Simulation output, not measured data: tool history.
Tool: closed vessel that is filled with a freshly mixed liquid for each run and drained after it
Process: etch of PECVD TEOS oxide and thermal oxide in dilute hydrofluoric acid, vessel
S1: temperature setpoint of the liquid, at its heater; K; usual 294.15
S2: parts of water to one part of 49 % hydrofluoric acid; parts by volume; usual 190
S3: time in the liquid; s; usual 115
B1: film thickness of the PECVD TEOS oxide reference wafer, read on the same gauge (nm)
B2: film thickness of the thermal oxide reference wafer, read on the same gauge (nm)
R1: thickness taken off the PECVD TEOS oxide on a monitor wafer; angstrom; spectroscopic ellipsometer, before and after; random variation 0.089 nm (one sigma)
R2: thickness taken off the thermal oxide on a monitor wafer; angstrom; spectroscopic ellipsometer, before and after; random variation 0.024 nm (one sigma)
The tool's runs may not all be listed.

run,hour,S1,S2,S3,B1,B2,R1,R2
1,0,294.15,145,115,80.01,149.996,203.1,35.72
2,45.1,294.15,145,115,80.04,150.002,201.6,35.94
# hour 61.4: thermometer replaced
3,61.9,294.15,190,115,79.97,150.007,146.5,25.83
# hour 69.1: hydrofluoric acid flow meter replaced
4,79.4,294.15,190,115,80.03,150.01,161.1,28.44
# hour 82.8: gauge calibrated
5,95.3,294.15,190,115,80.02,150.013,160.8,28.87
6,109,291.65,190,115,79.98,150.01,144.6,25.3
7,122,294.15,190,170,79.99,149.991,240.2,41.55
8,142.4,294.15,190,170,79.97,150.002,237.9,42.4
# hour 159.9: hydrofluoric acid flow meter replaced, repeated, since the last time left the tool worse
9,192.6,294.15,240,115,79.98,150.001,102.2,18.02
10,203.3,294.15,220,115,79.99,149.996,113,20.32
11,213.1,294.15,190,115,79.99,149.992,137.8,24.22
12,226.7,294.15,190,50,79.99,150.008,58.5,10.49
13,241.9,297.65,275,55,79.96,149.985,47.3,8.3
14,251.4,297.15,190,85,79.99,150.012,112.5,20.07
15,261.8,294.15,190,50,80.01,149.99,59,10.37
16,268.7,296.65,165,115,80.01,150.015,178.5,31.16
17,283.1,290.15,190,85,80,149.985,85.4,15.45
18,294.2,290.65,150,160,79.99,149.993,215.4,38.49
19,300.8,294.15,190,115,79.96,150.004,135,24.37
20,308.6,294.15,190,115,80.01,149.992,137.6,24.07
21,321.8,292.65,190,140,79.98,150.008,156.1,27.41
22,328.7,294.15,190,85,79.96,149.977,100.8,18.17
23,344.2,294.15,190,115,79.99,150.016,135.8,24.53
24,354.3,298.65,190,115,80.04,150.012,161.7,28.73
25,372,298.65,215,115,80.01,150.013,140.2,24.69
26,385.1,297.15,135,115,79.95,149.967,229,40.6
27,393.9,298.15,165,85,79.99,150.01,138.9,24.74

Some steps in R1 between neighbouring runs. How much of each would the tool show without its hidden state too (settings, what came in, random variation), and how much is left for the hidden state, with any gauge scatter that isn't in both results?
The hidden state here: liquid colder than its thermometer reads (K); hydrofluoric acid flow above the setpoint (%); gauge reads high (%).
Run 6 -> 7: S1 291.65 -> 294.15, S3 115 -> 170. R1 +95.6 angstrom: hidden state +15.2, all else +80.4.
Run 8 -> 9: S2 190 -> 240, S3 170 -> 115, hydrofluoric acid flow meter replaced, repeated, since the last time left the tool worse. R1 -135.7 angstrom: hidden state -36.9, all else -98.8.
Run 17 -> 18: S1 290.15 -> 290.65, S2 190 -> 150, S3 85 -> 160. R1 +130 angstrom: hidden state +1.1, all else +128.9.

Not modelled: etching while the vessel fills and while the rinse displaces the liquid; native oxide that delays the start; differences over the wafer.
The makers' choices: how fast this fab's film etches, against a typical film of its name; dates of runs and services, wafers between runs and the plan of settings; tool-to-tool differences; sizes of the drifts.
